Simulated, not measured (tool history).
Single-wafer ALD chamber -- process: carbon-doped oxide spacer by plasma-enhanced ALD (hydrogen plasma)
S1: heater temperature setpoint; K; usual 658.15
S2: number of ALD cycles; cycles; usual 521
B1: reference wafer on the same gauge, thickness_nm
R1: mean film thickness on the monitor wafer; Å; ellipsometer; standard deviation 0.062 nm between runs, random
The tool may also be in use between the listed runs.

run 1 hour=0 | S1=658.15 S2=570 | B1=22.108 | R1=270.74
run 2 hour=65.3 | S1=658.15 S2=570 | B1=22.095 | R1=271.69
run 3 hour=116.8 | S1=651.15 S2=521 | B1=22.094 | R1=246.59
run 4 hour=183.8 | S1=651.15 S2=521 | B1=22.101 | R1=248.77
run 5 hour=268.1 | S1=651.15 S2=521 | B1=22.093 | R1=246.81
run 6 hour=367.3 | S1=658.15 S2=521 | B1=22.109 | R1=246.89
run 7 hour=418.1 | S1=658.15 S2=521 | B1=22.108 | R1=247.09
run 8 hour=504.4 | S1=658.15 S2=521 | B1=22.087 | R1=246.58
run 9 hour=549.8 | S1=658.15 S2=521 | B1=22.085 | R1=247.07
run 10 hour=656 | S1=658.15 S2=521 | B1=22.11 | R1=247.29
run 11 hour=723.8 | S1=658.15 S2=521 | B1=22.102 | R1=247.02
run 12 hour=770.8 | S1=658.15 S2=521 | B1=22.116 | R1=248.08
run 13 hour=811.1 | S1=658.15 S2=521 | B1=22.115 | R1=247.87
run 14 hour=876.6 | S1=658.15 S2=521 | B1=22.092 | R1=247.82
run 15 hour=922.2 | S1=665.15 S2=521 | B1=22.101 | R1=247.12
run 16 hour=1012.3 | S1=645.15 S2=425 | B1=22.101 | R1=202.11
-- hour=1045.3 thermocouple changed; heater temperature recalibrated
run 17 hour=1055.5 | S1=658.15 S2=521 | B1=22.11 | R1=246.75
run 18 hour=1373.8 | S1=668.15 S2=557 | B1=22.088 | R1=266.18
-- hour=1374.2 gauge calibrated
run 19 hour=1467.6 | S1=645.15 S2=447 | B1=22.09 | R1=211.79
run 20 hour=1530.2 | S1=667.15 S2=521 | B1=22.106 | R1=248.06
run 21 hour=1585.8 | S1=654.15 S2=487 | B1=22.088 | R1=231.53
run 22 hour=1635.9 | S1=647.15 S2=465 | B1=22.106 | R1=220.17
run 23 hour=1724.7 | S1=669.15 S2=562 | B1=22.1 | R1=267.18
run 24 hour=1811.8 | S1=658.15 S2=521 | B1=22.123 | R1=246.99
run 25 hour=1850.6 | S1=653.15 S2=553 | B1=22.109 | R1=262.42
run 26 hour=2167.1 | S1=673.15 S2=459 | B1=22.109 | R1=218.24
run 27 hour=2209.2 | S1=669.15 S2=453 | B1=22.111 | R1=215.44
run 28 hour=2275.2 | S1=653.15 S2=431 | B1=22.107 | R1=205.15
run 29 hour=2314.1 | S1=671.15 S2=521 | B1=22.096 | R1=248.06
run 30 hour=2400 | S1=658.15 S2=521 | B1=22.089 | R1=246.75
run 31 hour=2436.4 | S1=663.15 S2=442 | B1=22.118 | R1=209.68

Each row is a separate what-if for the run after 31, all from the same tool condition, not one after another. Results?
run A hour=2437.6 | S1=658.15 S2=521 | B1=? | R1=?
run B hour=2437.6 | S1=658.15 S2=579 | B1=? | R1=?
run C hour=2437.6 | S1=651.15 S2=576 | B1=? | R1=?
run D hour=2437.6 | S1=663.15 S2=521 | B1=? | R1=?

run=A B1=22.091 R1=247.55
run=B B1=22.091 R1=275.11
run=C B1=22.091 R1=273.68
run=D B1=22.091 R1=247.55
Without the tool's hidden state the same runs would have given:
run=A R1=247.55
run=B R1=275.11
run=C R1=273.68
run=D R1=247.55
